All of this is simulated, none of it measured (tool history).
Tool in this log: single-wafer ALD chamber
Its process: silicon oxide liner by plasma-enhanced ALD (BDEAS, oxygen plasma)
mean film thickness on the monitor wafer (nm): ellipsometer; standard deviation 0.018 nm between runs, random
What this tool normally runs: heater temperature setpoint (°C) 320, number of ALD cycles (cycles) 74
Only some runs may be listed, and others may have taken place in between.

run	hour	heater temperature setpoint (°C)	number of ALD cycles (cycles)	wafers since the last listed run	hours since the last thermocouple change	hours since the gauge calibration	read-back reference wafer on the same gauge, thickness_nm	mean film thickness on the monitor wafer (nm)
1	0	320	79	0	784.4	418.3	7.46	7.681
2	32.3	320	79	148	816.7	450.6	7.461	7.687
3	45.7	320	63	61	830.1	464	7.482	6.135
4	74.1	330	74	130	858.5	492.4	7.474	7.052
5	101.4	330	74	125	885.8	519.7	7.484	7.092
6	115.5	330	74	64	899.9	533.8	7.484	7.105
7	139.4	320	74	109	923.8	557.7	7.494	7.243
8	164.4	320	74	114	948.8	582.7	7.486	7.222
9	187.5	329	74	105	971.9	605.8	7.513	7.128
10	216.3	325	74	132	1000.7	634.6	7.516	7.189
11	247.4	325	74	142	1031.8	665.7	7.522	7.221
# hour 269.5: thermocouple changed; heater temperature recalibrated
12	282.2	325	74	122	12.7	700.5	7.538	7.206
13	304.1	320	74	100	34.6	722.4	7.525	7.297
14	324.3	320	74	92	54.8	742.6	7.537	7.249
15	351.2	320	74	123	81.7	769.5	7.545	7.259
16	381.9	320	85	140	112.4	800.2	7.548	8.355
17	409.6	316	87	126	140.1	827.9	7.558	8.638
# hour 419.9: gauge calibrated
18	444	333	60	157	174.5	24.1	7.383	5.647
19	458.9	320	74	68	189.4	39	7.383	7.125
20	482.2	312	83	106	212.7	62.3	7.399	8.111
21	495.5	320	70	60	226	75.6	7.399	6.759
22	564.6	320	67	316	295.1	144.7	7.409	6.487
23	588.6	313	63	110	319.1	168.7	7.423	6.148
24	649.8	320	74	280	380.3	229.9	7.435	7.17

Estimate the outcome of run 25 from the log above:
25	662.7	309	74	59	393.2	242.8	?	?

{"run 25": {"read-back reference wafer on the same gauge, thickness_nm": 7.436, "mean film thickness on the monitor wafer (nm)": 7.301}}
The same run, on a tool lacking any hidden state, would have yielded mean film thickness on the monitor wafer (nm) 7.216.
